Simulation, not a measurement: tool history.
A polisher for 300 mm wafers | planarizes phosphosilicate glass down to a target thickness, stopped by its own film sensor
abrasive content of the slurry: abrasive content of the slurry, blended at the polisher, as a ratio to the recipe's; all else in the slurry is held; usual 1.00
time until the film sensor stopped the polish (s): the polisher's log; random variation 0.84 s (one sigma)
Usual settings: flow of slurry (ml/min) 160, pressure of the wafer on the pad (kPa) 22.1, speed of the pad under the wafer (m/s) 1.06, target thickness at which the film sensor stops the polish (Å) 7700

run    day  flow of slurry (ml/min)  pressure of the wafer on the pad (kPa)  speed of the pad under the wafer (m/s)  abrasive content of the slurry  target thickness at which the film sensor stops the polish (Å)  incoming thickness of the incoming film, nm  time until the film sensor stopped the polish (s)
  1  0.000                      160                                    27.6                                    1.06                            1.00                                                            7700                                       1739.6                                               90.3
  2  0.742                      160                                    27.6                                    1.06                            1.00                                                            7700                                       1711.2                                               85.2
  3  1.025                      160                                    27.6                                    1.06                            1.00                                                            7700                                       1720.6                                               88.6
  4  1.492                      160                                    22.1                                    1.06                            1.00                                                            7700                                       1752.9                                              113.3
     2.062  -- worn pad replaced by a new one
  5  2.192                      160                                    22.1                                    1.06                            1.00                                                            7700                                       1760.9                                              113.1
  6  2.588                      160                                    22.1                                    1.06                            1.00                                                            7700                                       1709.7                                              108.0
  7  3.079                      160                                    22.1                                    1.06                            1.00                                                            7700                                       1701.9                                              107.0
     3.338  -- slurry blender recalibrated
     3.392  -- head pressure recalibrated
  8  3.725                      160                                    22.1                                    1.06                            1.00                                                            7700                                       1740.7                                               97.7
  9  4.212                      160                                    22.1                                    0.88                            1.00                                                            9670                                       1755.0                                               90.4
 10  4.604                      160                                    22.1                                    1.06                            1.00                                                           10070                                       1708.4                                               70.5
 11  5.033                      195                                    18.6                                    1.30                            1.00                                                            7700                                       1749.8                                               97.6
     5.121  -- conditioning disc replaced and pad reconditioned
     5.633  -- slurry nozzle cleaned
     6.612  -- worn pad replaced by a new one
 12  6.825                      160                                    22.1                                    1.06                            1.00                                                            7700                                       1715.8                                               98.6
 13  7.517                      160                                    22.1                                    1.06                            1.15                                                            5250                                       1716.1                                              116.2
 14  7.854                      160                                    22.1                                    1.06                            1.00                                                            7700                                       1743.0                                              102.3
 15  8.321                      160                                    17.2                                    1.06                            1.25                                                            7700                                       1726.5                                              115.4
 16  8.633                      160                                    22.1                                    1.06                            0.85                                                            7700                                       1723.0                                              113.0

4 ways to go on from here, each from the tool as it stands after run 16. What would each give?
  A  8.654                      160                                    25.5                                    1.06                            1.00                                                            7700                                       1734.1                                                  ?
  B  8.654                      190                                    22.1                                    1.06                            1.00                                                            4450                                       1734.1                                                  ?
  C  8.654                      190                                    22.1                                    0.80                            1.00                                                            7700                                       1734.1                                                  ?
  D  8.654                      160                                    22.1                                    1.34                            1.00                                                            4620                                       1734.1                                                  ?

run  time until the film sensor stopped the polish (s)
  A                                               88.8
  B                                              133.5
  C                                              125.0
  D                                              112.3
Without the tool's hidden state the same runs would have given:
run  time until the film sensor stopped the polish (s)
  A                                               83.3
  B                                              125.3
  C                                              117.3
  D                                              105.4

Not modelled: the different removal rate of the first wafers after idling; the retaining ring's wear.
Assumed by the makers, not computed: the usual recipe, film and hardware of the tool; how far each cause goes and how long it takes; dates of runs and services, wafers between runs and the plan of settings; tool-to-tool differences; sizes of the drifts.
